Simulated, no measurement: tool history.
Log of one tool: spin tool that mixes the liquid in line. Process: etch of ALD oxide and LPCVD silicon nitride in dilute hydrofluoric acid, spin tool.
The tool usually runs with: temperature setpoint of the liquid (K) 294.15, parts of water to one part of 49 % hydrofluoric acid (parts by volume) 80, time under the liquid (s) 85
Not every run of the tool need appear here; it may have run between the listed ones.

run,hour,temperature setpoint of the liquid (K),parts of water to one part of 49 % hydrofluoric acid (parts by volume),time under the liquid (s),"read-back film thickness of the ALD oxide reference wafer, read on the same gauge (nm)","read-back film thickness of the LPCVD silicon nitride reference wafer, read on the same gauge (nm)",thickness taken off the ALD oxide on a monitor wafer (Å),thickness taken off the LPCVD silicon nitride on a monitor wafer (Å)
1,0.0,290.15,80,85,90.01,39.986,92.8,3.41
2,45.3,290.15,80,85,89.98,39.988,92.1,3.88
3,86.1,294.15,80,85,90.01,39.998,109.4,4.89
4,165.5,294.15,115,85,89.99,39.981,72.9,3.29
5,224.7,294.15,45,60,89.96,40.009,143.4,5.51
6,314.2,292.65,80,110,90.02,39.995,131.6,5.44
7,391.2,297.65,45,85,90.00,39.999,231.7,10.20
8,448.5,290.65,65,85,90.00,39.981,116.9,4.55
# hour 481.5: thermometer replaced
9,525.8,294.15,80,60,90.02,39.998,80.0,3.40
10,622.9,296.65,45,100,89.96,40.012,271.2,11.24
11,721.1,297.15,80,85,90.01,40.011,126.1,6.01
12,943.2,297.65,120,105,89.96,39.992,100.4,5.59
13,998.4,290.15,60,120,89.99,40.037,179.3,6.71
14,1092.0,294.15,80,85,89.98,40.005,110.4,4.70
15,1132.1,294.15,100,85,90.00,40.019,86.5,3.67
16,1188.3,294.15,80,85,90.03,39.982,109.9,4.81
17,1237.8,296.65,100,85,89.94,39.995,95.3,4.71
18,1337.8,298.15,90,130,90.01,39.977,174.1,8.07
19,1507.1,295.65,80,85,89.97,40.023,116.3,5.53
# hour 1517.2: hydrofluoric acid flow meter replaced
20,1571.0,294.15,80,85,90.00,40.000,109.3,4.51
21,1643.9,294.15,60,85,90.03,40.017,147.7,6.11
# hour 1741.7: thermometer replaced
22,1870.5,294.15,80,60,89.99,40.006,79.5,3.59
23,1911.9,294.15,110,45,90.02,39.993,41.8,2.08
24,1999.3,290.15,115,65,90.00,39.992,49.1,2.20
25,2230.8,298.15,115,130,89.99,40.002,135.0,7.00
# hour 2289.8: gauge calibrated
26,2322.9,299.15,80,50,90.00,40.047,79.3,4.15

Run-by-run hidden state of the tool:
hydrofluoric acid flow below the setpoint (%): 0 across all the runs
gauge reads high (%): 0 across all the runs
H1: liquid colder than its thermometer reads (K)
run,H1
1,0.758
2,0.798
3,0.834
4,0.904
5,0.956
6,1.03
7,1.1
8,1.15
9,0.158
10,0.243
11,0.33
12,0.526
13,0.575
14,0.657
15,0.692
16,0.742
17,0.786
18,0.874
19,1.02
20,1.08
21,1.14
22,0.135
23,0.171
24,0.248
25,0.453
26,0.534

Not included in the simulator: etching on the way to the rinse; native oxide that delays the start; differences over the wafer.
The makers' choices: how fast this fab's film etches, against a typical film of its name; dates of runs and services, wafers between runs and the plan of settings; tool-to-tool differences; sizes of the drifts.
